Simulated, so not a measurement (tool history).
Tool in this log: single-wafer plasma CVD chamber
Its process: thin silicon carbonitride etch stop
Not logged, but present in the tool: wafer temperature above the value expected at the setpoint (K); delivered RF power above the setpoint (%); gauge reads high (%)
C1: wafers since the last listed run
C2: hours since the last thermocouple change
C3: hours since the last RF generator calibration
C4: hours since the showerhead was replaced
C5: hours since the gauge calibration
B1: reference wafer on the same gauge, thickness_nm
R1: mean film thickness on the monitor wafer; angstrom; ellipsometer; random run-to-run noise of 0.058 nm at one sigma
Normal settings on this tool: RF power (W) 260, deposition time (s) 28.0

Run 1, hour 0.0: usual settings but deposition time (s) 29.7; C1 0; C2 2263.4; C3 1455.1; C4 4011.8; C5 440.4; B1 20.109. Result: R1 174.57 angstrom.
Run 2, hour 63.5: usual settings but deposition time (s) 29.7; C1 1220; C2 2326.9; C3 1518.6; C4 4075.3; C5 503.9; B1 20.118. Result: R1 173.30 angstrom.
Run 3, hour 122.2: usual settings but deposition time (s) 29.7; C1 1128; C2 2385.6; C3 1577.3; C4 4134.0; C5 562.6; B1 20.099. Result: R1 174.03 angstrom.
Run 4, hour 212.7: usual settings; C1 1739; C2 2476.1; C3 1667.8; C4 4224.5; C5 653.1; B1 20.085. Result: R1 164.53 angstrom.
Run 5, hour 253.7: usual settings; C1 788; C2 2517.1; C3 1708.8; C4 4265.5; C5 694.1; B1 20.103. Result: R1 162.99 angstrom.
Run 6, hour 346.7: usual settings; C1 1787; C2 2610.1; C3 1801.8; C4 4358.5; C5 787.1; B1 20.109. Result: R1 164.18 angstrom.
At hour 360.9: showerhead replaced.
Run 7, hour 413.7: usual settings; C1 1133; C2 2677.1; C3 1868.8; C4 52.8; C5 854.1; B1 20.146. Result: R1 162.22 angstrom.
Run 8, hour 519.4: usual settings; C1 2031; C2 2782.8; C3 1974.5; C4 158.5; C5 959.8; B1 20.078. Result: R1 162.66 angstrom.
Run 9, hour 577.6: usual settings but RF power (W) 215, deposition time (s) 23.7; C1 1118; C2 2841.0; C3 2032.7; C4 216.7; C5 1018.0; B1 20.095. Result: R1 128.29 angstrom.
At hour 641.5: gauge calibrated.
Run 10, hour 681.7: usual settings but RF power (W) 220, deposition time (s) 32.0; C1 2000; C2 2945.1; C3 2136.8; C4 320.8; C5 40.2; B1 20.094. Result: R1 174.20 angstrom.
At hour 759.9: thermocouple changed; heater temperature recalibrated.
Run 11, hour 774.1: usual settings but RF power (W) 225, deposition time (s) 30.5; C1 1622; C2 14.2; C3 2229.2; C4 413.2; C5 132.6; B1 20.097. Result: R1 167.08 angstrom.
At hour 815.2: RF generator calibrated.
Run 12, hour 859.2: usual settings but deposition time (s) 22.7; C1 1481; C2 99.3; C3 44.0; C4 498.3; C5 217.7; B1 20.110. Result: R1 135.35 angstrom.
Run 13, hour 901.6: usual settings but deposition time (s) 24.0; C1 814; C2 141.7; C3 86.4; C4 540.7; C5 260.1; B1 20.080. Result: R1 143.46 angstrom.
Run 14, hour 994.5: usual settings; C1 1785; C2 234.6; C3 179.3; C4 633.6; C5 353.0; B1 20.071. Result: R1 166.53 angstrom.
Run 15, hour 1085.0: usual settings; C1 1739; C2 325.1; C3 269.8; C4 724.1; C5 443.5; B1 20.098. Result: R1 166.79 angstrom.

Measured less the same run without the tool's hidden state. The same run-to-run variation is in both; the gauge's scatter may not be:
run     R1
  1  -4.14
  2  -4.29
  3  -4.49
  4  -4.49
  5  -4.56
  6  -4.86
  7  -4.98
  8  -5.29
  9  -4.30
 10  -6.16
 11  -6.18
 12  -0.84
 13  -1.00
 14  -1.39
 15  -1.63
